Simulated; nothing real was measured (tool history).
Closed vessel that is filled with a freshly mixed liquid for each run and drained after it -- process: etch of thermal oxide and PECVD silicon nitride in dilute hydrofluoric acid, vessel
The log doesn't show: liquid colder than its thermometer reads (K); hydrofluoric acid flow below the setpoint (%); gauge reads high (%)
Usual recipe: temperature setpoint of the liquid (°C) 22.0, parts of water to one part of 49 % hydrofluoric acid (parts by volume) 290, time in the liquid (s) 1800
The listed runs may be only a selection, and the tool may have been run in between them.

| run | hour | temperature setpoint of the liquid (°C) | parts of water to one part of 49 % hydrofluoric acid (parts by volume) | time in the liquid (s) | wafers since the last listed run | hours since the thermometer was replaced | hours since the hydrofluoric acid flow meter was replaced | hours since the gauge calibration | read-back film thickness of the thermal oxide reference wafer, read on the same gauge (nm) | read-back film thickness of the PECVD silicon nitride reference wafer, read on the same gauge (nm) | thickness taken off the thermal oxide on a monitor wafer (Å) | thickness taken off the PECVD silicon nitride on a monitor wafer (Å) |
|---|---|---|---|---|---|---|---|---|---|---|---|---|
| 1 | 0.0 | 22.0 | 290 | 1345 | 0 | 772.0 | 903.6 | 550.4 | 70.03 | 130.03 | 142.7 | 64.2 |
| 2 | 62.4 | 22.0 | 290 | 1430 | 2804 | 834.4 | 966.0 | 612.8 | 70.02 | 129.98 | 150.0 | 65.2 |
| 3 | 128.6 | 22.0 | 290 | 1800 | 2975 | 900.6 | 1032.2 | 679.0 | 69.99 | 130.01 | 188.6 | 82.9 |
| 4 | 169.6 | 21.0 | 290 | 1800 | 1842 | 941.6 | 1073.2 | 720.0 | 70.01 | 129.99 | 180.5 | 78.4 |
| 5 | 207.2 | 21.0 | 290 | 1800 | 1689 | 979.2 | 1110.8 | 757.6 | 69.98 | 130.01 | 181.1 | 76.8 |
| 6 | 237.0 | 22.0 | 290 | 1800 | 1339 | 1009.0 | 1140.6 | 787.4 | 69.98 | 129.99 | 186.3 | 83.1 |
| 7 | 279.1 | 22.0 | 290 | 1800 | 1892 | 1051.1 | 1182.7 | 829.5 | 70.00 | 130.01 | 185.4 | 80.6 |
| 8 | 330.3 | 22.0 | 290 | 1800 | 2300 | 1102.3 | 1233.9 | 880.7 | 70.02 | 130.02 | 183.8 | 79.6 |
| 9 | 372.7 | 20.0 | 330 | 2460 | 1905 | 1144.7 | 1276.3 | 923.1 | 70.00 | 129.99 | 196.1 | 85.2 |
|  | 379.3 | hydrofluoric acid flow meter replaced |
|  | 419.3 | thermometer replaced |
|  | 501.5 | gauge calibrated |
| 10 | 524.0 | 22.0 | 290 | 1800 | 6709 | 104.7 | 144.7 | 22.5 | 69.97 | 129.98 | 211.7 | 94.6 |
| 11 | 572.9 | 22.0 | 360 | 1035 | 2197 | 153.6 | 193.6 | 71.4 | 69.96 | 130.00 | 90.7 | 43.3 |
| 12 | 635.3 | 24.5 | 365 | 1800 | 2804 | 216.0 | 256.0 | 133.8 | 69.98 | 130.03 | 168.8 | 87.2 |
| 13 | 662.4 | 22.0 | 290 | 2850 | 1217 | 243.1 | 283.1 | 160.9 | 69.99 | 129.99 | 329.4 | 144.6 |
| 14 | 733.1 | 17.0 | 290 | 1800 | 3177 | 313.8 | 353.8 | 231.6 | 70.01 | 130.04 | 170.1 | 66.5 |
| 15 | 775.3 | 22.0 | 290 | 2770 | 1896 | 356.0 | 396.0 | 273.8 | 70.00 | 129.97 | 311.9 | 140.1 |
| 16 | 829.2 | 23.5 | 250 | 1230 | 2422 | 409.9 | 449.9 | 327.7 | 69.97 | 130.00 | 174.7 | 78.3 |
| 17 | 884.0 | 22.0 | 220 | 2190 | 2462 | 464.7 | 504.7 | 382.5 | 69.98 | 130.00 | 346.0 | 142.8 |

Each row is a separate what-if for the run after 17, all from the same tool condition, not one after another. Results?
| A | 885.1 | 22.0 | 365 | 1800 | 49 | 465.8 | 505.8 | 383.6 | ? | ? | ? | ? |
| B | 885.1 | 22.0 | 210 | 2125 | 49 | 465.8 | 505.8 | 383.6 | ? | ? | ? | ? |
| C | 885.1 | 22.0 | 290 | 1515 | 49 | 465.8 | 505.8 | 383.6 | ? | ? | ? | ? |

| run | read-back film thickness of the thermal oxide reference wafer, read on the same gauge (nm) | read-back film thickness of the PECVD silicon nitride reference wafer, read on the same gauge (nm) | thickness taken off the thermal oxide on a monitor wafer (Å) | thickness taken off the PECVD silicon nitride on a monitor wafer (Å) |
|---|---|---|---|---|
| A | 70.02 | 130.00 | 150.0 | 72.1 |
| B | 70.02 | 130.00 | 356.6 | 145.9 |
| C | 70.02 | 130.00 | 170.2 | 75.9 |
Without the tool's hidden state the same runs would have given:
| run | thickness taken off the thermal oxide on a monitor wafer (Å) | thickness taken off the PECVD silicon nitride on a monitor wafer (Å) |
|---|---|---|
| A | 159.7 | 77.6 |
| B | 379.4 | 157.5 |
| C | 181.1 | 81.8 |
